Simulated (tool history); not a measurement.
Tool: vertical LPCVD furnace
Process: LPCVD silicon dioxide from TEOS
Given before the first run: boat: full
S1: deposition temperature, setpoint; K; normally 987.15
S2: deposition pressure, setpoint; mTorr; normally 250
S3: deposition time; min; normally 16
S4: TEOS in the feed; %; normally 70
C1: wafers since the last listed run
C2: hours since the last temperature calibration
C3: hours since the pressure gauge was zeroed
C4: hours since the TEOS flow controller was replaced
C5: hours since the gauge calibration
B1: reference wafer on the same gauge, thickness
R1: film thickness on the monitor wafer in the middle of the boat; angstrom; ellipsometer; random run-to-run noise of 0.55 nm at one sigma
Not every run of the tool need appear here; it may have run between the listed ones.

Run 1, day 0: usual settings; C1 0; C2 1710; C3 3455.3; C4 6212.3; C5 571.7; B1 133.14. Result: R1 1399.5 angstrom.
Run 2, day 0.558: usual settings but S2 225 mTorr; C1 262; C2 1723.4; C3 3468.7; C4 6225.7; C5 585.1; B1 133.18. Result: R1 1322.2 angstrom.
Run 3, day 1.171: usual settings but S2 225 mTorr; C1 287; C2 1738.1; C3 3483.4; C4 6240.4; C5 599.8; B1 132.87. Result: R1 1331.5 angstrom.
Run 4, day 1.779: usual settings; C1 285; C2 1752.7; C3 3498; C4 6255; C5 614.4; B1 132.93. Result: R1 1401.7 angstrom.
Run 5, day 2.271: usual settings; C1 230; C2 1764.5; C3 3509.8; C4 6266.8; C5 626.2; B1 133.08. Result: R1 1412 angstrom.
At day 2.612: gauge calibrated.
Run 6, day 3.021: usual settings; C1 352; C2 1782.5; C3 3527.8; C4 6284.8; C5 9.8; B1 132.88. Result: R1 1412 angstrom.
Run 7, day 3.767: usual settings; C1 350; C2 1800.4; C3 3545.7; C4 6302.7; C5 27.7; B1 132.85. Result: R1 1401.5 angstrom.
Run 8, day 4.512: usual settings; C1 350; C2 1818.3; C3 3563.6; C4 6320.6; C5 45.6; B1 133.12. Result: R1 1401.4 angstrom.
Run 9, day 4.854: usual settings but S2 295 mTorr; C1 160; C2 1826.5; C3 3571.8; C4 6328.8; C5 53.8; B1 132.99. Result: R1 1518 angstrom.
Run 10, day 5.454: usual settings but S2 230 mTorr; C1 281; C2 1840.9; C3 3586.2; C4 6343.2; C5 68.2; B1 133.13. Result: R1 1343.2 angstrom.
At day 6.483: thermocouples replaced and temperature profile calibrated.
Run 11, day 6.504: usual settings but S2 230 mTorr; C1 23; C2 0.5; C3 3611.4; C4 6368.4; C5 93.4; B1 133.07. Result: R1 1278.5 angstrom.
Run 12, day 6.633: usual settings but S1 980.15 K, S2 295 mTorr, S3 13.5 min, S4 62 %; C1 60; C2 3.6; C3 3614.5; C4 6371.5; C5 96.5; B1 133. Result: R1 983.4 angstrom.
Run 13, day 7.05: usual settings but S3 10 min, S4 79 %; C1 195; C2 13.6; C3 3624.5; C4 6381.5; C5 106.5; B1 133.03. Result: R1 893 angstrom.
Run 14, day 7.529: usual settings but S1 997.15 K, S3 14 min, S4 76 %; C1 224; C2 25.1; C3 3636; C4 6393; C5 118; B1 133. Result: R1 1523.8 angstrom.
Run 15, day 8.254: usual settings; C1 340; C2 42.5; C3 3653.4; C4 6410.4; C5 135.4; B1 133.06. Result: R1 1333.6 angstrom.
Run 16, day 8.708: usual settings but S1 976.15 K, S3 13.5 min, S4 60 %; C1 213; C2 53.4; C3 3664.3; C4 6421.3; C5 146.3; B1 132.93. Result: R1 807.4 angstrom.
At day 10.2: pressure gauge zeroed.
Run 17, day 10.221: usual settings but S2 210 mTorr, S4 63 %; C1 240; C2 89.7; C3 0.5; C4 6457.6; C5 182.6; B1 133.16. Result: R1 1162.2 angstrom.
Run 18, day 10.35: usual settings but S1 995.15 K; C1 60; C2 92.8; C3 3.6; C4 6460.7; C5 185.7; B1 132.87. Result: R1 1590.1 angstrom.
Run 19, day 10.475: usual settings; C1 58; C2 95.8; C3 6.6; C4 6463.7; C5 188.7; B1 133.01. Result: R1 1337.6 angstrom.
Run 20, day 10.633: usual settings but S1 994.15 K, S2 310 mTorr; C1 74; C2 99.6; C3 10.4; C4 6467.5; C5 192.5; B1 132.87. Result: R1 1741.7 angstrom.
At day 12.154: TEOS flow controller replaced.
Run 21, day 12.175: usual settings but S4 84 %; C1 254; C2 136.6; C3 47.4; C4 0.5; C5 229.5; B1 132.97. Result: R1 1461.1 angstrom.
Run 22, day 12.304: usual settings; C1 60; C2 139.7; C3 50.5; C4 3.6; C5 232.6; B1 133.08. Result: R1 1329.6 angstrom.
Run 23, day 12.521: usual settings but S2 205 mTorr, S3 13 min; C1 101; C2 144.9; C3 55.7; C4 8.8; C5 237.8; B1 132.99. Result: R1 983.6 angstrom.
Run 24, day 12.783: usual settings but S1 982.15 K, S2 300 mTorr, S3 14 min; C1 123; C2 151.2; C3 62; C4 15.1; C5 244.1; B1 133.05. Result: R1 1137.4 angstrom.
Run 25, day 13.492: usual settings but S3 13 min, S4 75 %; C1 332; C2 168.2; C3 79; C4 32.1; C5 261.1; B1 132.98. Result: R1 1129.8 angstrom.
Run 26, day 14.229: usual settings but S1 991.15 K; C1 346; C2 185.9; C3 96.7; C4 49.8; C5 278.8; B1 132.95. Result: R1 1466.6 angstrom.
Run 27, day 14.733: usual settings; C1 236; C2 198; C3 108.8; C4 61.9; C5 290.9; B1 133.17. Result: R1 1342.4 angstrom.
Run 28, day 15.121: usual settings but S4 64 %; C1 181; C2 207.3; C3 118.1; C4 71.2; C5 300.2; B1 132.9. Result: R1 1280.3 angstrom.
Run 29, day 15.429: usual settings but S1 992.15 K, S3 13 min; C1 144; C2 214.7; C3 125.5; C4 78.6; C5 307.6; B1 132.96. Result: R1 1222.4 angstrom.
Run 30, day 15.758: usual settings but S1 982.15 K, S2 270 mTorr, S4 84 %; C1 154; C2 222.6; C3 133.4; C4 86.5; C5 315.5; B1 133.01. Result: R1 1360.6 angstrom.
Run 31, day 16.45: usual settings but S1 994.15 K, S2 275 mTorr, S3 18 min, S4 62 %; C1 324; C2 239.2; C3 150; C4 103.1; C5 332.1; B1 132.93. Result: R1 1739.6 angstrom.

List, for all runs, the conditions of the tool that the log does not record:
true pressure minus gauge reading, mTorr: 0 at every run
deviation of the TEOS flow from its setpoint, %: 0 at every run
gauge reads high (%): 0 at every run
H1: true tube temperature minus thermocouple reading, K
run     H1
  1   2.66
  2   2.68
  3   2.71
  4   2.73
  5   2.75
  6   2.77
  7    2.8
  8   2.83
  9   2.84
 10   2.86
 11  0.462
 12  0.467
 13  0.482
 14  0.499
 15  0.526
 16  0.542
 17  0.597
 18  0.601
 19  0.606
 20  0.612
 21  0.667
 22  0.672
 23   0.68
 24  0.689
 25  0.715
 26  0.742
 27   0.76
 28  0.774
 29  0.785
 30  0.797
 31  0.822
